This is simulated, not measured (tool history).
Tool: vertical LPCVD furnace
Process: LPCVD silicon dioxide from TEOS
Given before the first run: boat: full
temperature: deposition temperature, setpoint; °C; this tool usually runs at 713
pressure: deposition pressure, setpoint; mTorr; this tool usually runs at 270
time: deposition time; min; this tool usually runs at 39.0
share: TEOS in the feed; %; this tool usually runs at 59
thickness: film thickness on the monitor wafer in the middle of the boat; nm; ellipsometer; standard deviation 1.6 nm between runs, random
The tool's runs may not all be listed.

run     day  temperature  pressure  time  share  read-back reference wafer on the same gauge, thickness  thickness
  1   0.000          713       270  39.0     59                                                  315.02     322.06
  2   1.038          713       270  39.0     59                                                  314.57     327.86
  3   2.946          713       270  39.0     59                                                  314.96     327.51
  4   4.862          713       270  43.0     59                                                  314.46     360.73
  5   5.883          713       270  43.0     59                                                  314.89     363.04
  6   7.392          713       270  43.0     59                                                  315.18     360.20
  7   9.567          713       270  39.0     59                                                  314.05     325.18
  8  10.888          713       270  39.0     59                                                  315.20     324.49
  9  13.129          719       270  39.0     59                                                  315.76     376.38
     15.471  -- TEOS flow controller replaced
 10  15.692          719       270  39.0     59                                                  314.93     376.74
 11  18.212          713       270  29.5     59                                                  315.14     249.19
     19.842  -- pressure gauge zeroed
     21.525  -- gauge calibrated
 12  21.675          706       220  26.5     70                                                  314.87     188.08
 13  24.633          713       270  39.0     59                                                  315.39     332.78
 14  26.933          713       270  53.5     59                                                  315.57     456.39
 15  29.425          723       235  51.5     56                                                  314.32     500.58
     30.675  -- thermocouples replaced and temperature profile calibrated
 16  30.696          713       270  39.0     52                                                  316.12     285.36
 17  33.283          723       270  39.0     50                                                  315.22     353.80
 18  35.746          713       205  30.5     59                                                  315.13     207.48
 19  36.771          713       270  53.5     59                                                  315.17     417.75
 20  45.617          701       270  39.0     59                                                  314.97     232.44
 21  46.996          701       270  39.0     59                                                  315.11     234.59

Below are 5 alternative next runs, each starting from the tool's condition after run 21. Predict each:
  A  47.221          713       225  39.0     59                                                       ?          ?
  B  47.221          713       270  27.5     63                                                       ?          ?
  C  47.221          707       330  47.5     49                                                       ?          ?
  D  47.221          708       270  39.0     59                                                       ?          ?
  E  47.221          720       270  39.0     59                                                       ?          ?

run  read-back reference wafer on the same gauge, thickness  thickness
  A                                                  314.86     283.01
  B                                                  314.86     225.89
  C                                                  314.86     331.87
  D                                                  314.86     276.71
  E                                                  314.86     362.79
Stripped of hidden state, with their random variation kept, the same runs would have yielded:
run  thickness
  A     279.61
  B     223.18
  C     327.84
  D     273.36
  E     358.50
